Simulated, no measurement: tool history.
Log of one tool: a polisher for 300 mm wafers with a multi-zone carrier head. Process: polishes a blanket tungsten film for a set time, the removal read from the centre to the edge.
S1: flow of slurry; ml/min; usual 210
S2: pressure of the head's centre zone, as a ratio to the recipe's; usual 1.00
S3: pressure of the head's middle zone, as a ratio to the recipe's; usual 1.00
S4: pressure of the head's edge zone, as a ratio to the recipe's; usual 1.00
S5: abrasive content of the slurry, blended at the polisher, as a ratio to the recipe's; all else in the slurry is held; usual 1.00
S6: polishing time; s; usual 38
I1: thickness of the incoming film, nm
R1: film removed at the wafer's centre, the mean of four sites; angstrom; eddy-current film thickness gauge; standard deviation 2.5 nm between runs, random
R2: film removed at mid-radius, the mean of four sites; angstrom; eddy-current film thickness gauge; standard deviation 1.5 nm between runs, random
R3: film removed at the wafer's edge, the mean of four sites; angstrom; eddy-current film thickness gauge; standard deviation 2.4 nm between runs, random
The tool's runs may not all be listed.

run    hour   S1    S2    S3    S4    S5  S6      I1    R1    R2    R3
  1     0.0  210  1.00  1.00  1.00  1.00  38  1278.9  1924  1909  1965
       13.4  -- slurry nozzle cleaned
  2   107.6  210  1.04  1.09  1.07  1.00  31  1274.3  1738  1790  1736
      135.2  -- carrier head's membrane replaced by a new one
      192.3  -- edge zone pressure recalibrated
  3   203.1  210  1.00  1.00  0.89  1.00  38  1300.6  1987  2009  1975
      235.7  -- centre zone pressure recalibrated
  4   253.0  160  0.96  1.00  1.00  1.00  38  1304.5  1777  1885  1935
  5   339.8  210  1.04  1.00  1.05  1.00  38  1262.0  2067  1976  2075
      425.3  -- worn pad replaced by a new one
  6   425.8  245  1.00  1.11  1.00  0.70  34  1288.1  1679  1768  1658
  7   474.6  210  1.00  1.00  1.00  1.00  38  1276.1  1955  1951  1957
  8   576.0  150  1.00  0.94  1.06  1.00  33  1259.8  1501  1440  1614
      625.1  -- slurry nozzle cleaned
  9   646.3  145  1.11  1.00  0.88  1.00  38  1280.9  2178  1945  1892
 10   741.6  210  1.00  1.00  1.00  1.00  38  1266.2  2024  2011  2052
 11   801.3  210  1.05  0.95  1.00  1.00  38  1291.0  2132  1923  2022
      835.4  -- edge zone pressure recalibrated
 12   878.8  210  1.00  1.00  1.00  0.75  38  1281.5  1865  1809  1842
 13   986.2  210  1.00  1.00  1.00  1.00  38  1270.7  1946  1945  1981
      993.1  -- worn pad replaced by a new one
     1032.5  -- centre zone pressure recalibrated
 14  1060.4  230  1.00  1.00  1.00  1.15  38  1305.9  2051  2038  2076
 15  1153.9  210  1.00  1.10  1.00  1.00  38  1271.5  1889  2043  1938
 16  1254.8  210  1.00  1.00  1.00  1.00  38  1264.5  1904  1929  1923
     1282.8  -- slurry nozzle cleaned
 17  1323.6  230  1.00  1.00  1.00  1.15  38  1252.8  2234  2189  2167
 18  1371.9  210  1.00  1.05  1.00  1.00  38  1282.3  2086  2112  2102
 19  1431.0  210  1.00  1.04  1.00  1.00  38  1258.3  2067  2081  2076
     1477.4  -- edge zone pressure recalibrated
     1560.8  -- carrier head's membrane replaced by a new one
 20  1574.2  270  1.00  1.00  1.00  1.00  38  1291.7  2100  2099  2065
 21  1640.7  180  1.08  1.00  1.00  1.00  48  1278.7  2575  2380  2382
     1672.8  -- centre zone pressure recalibrated
 22  1688.9  210  1.00  1.00  1.00  1.00  38  1284.8  1956  1938  1958

For each run, the measured value with the value that run would have given without the tool's hidden condition subtracted. The run-to-run variation is shared by both, the gauge scatter possibly not:
The tool's hidden condition here consists of: removal rate lost through wear of the pad, %; slurry flow missing at the pad, %; deviation of the centre zone's pressure from its setpoint, %; deviation of the edge zone's pressure from its setpoint, %.
run    R1    R2    R3
  1  -224  -195  -143
  2   -44   -40   -29
  3   -95   -85   -61
  4  -140  -130   -94
  5  -149  -126   -96
  6  -116  -108   -76
  7  -171  -149  -108
  8  -210  -175  -133
  9   -52   -41   -28
 10   -90   -80   -59
 11  -129  -103   -80
 12  -147  -126   -93
 13  -191  -168  -123
 14  -199  -175  -130
 15  -221  -210  -142
 16  -236  -209  -149
 17   -33   -28   -21
 18   -62   -55   -41
 19   -93   -83   -61
 20  -119  -107   -78
 21  -263  -212  -150
 22  -179  -156  -114
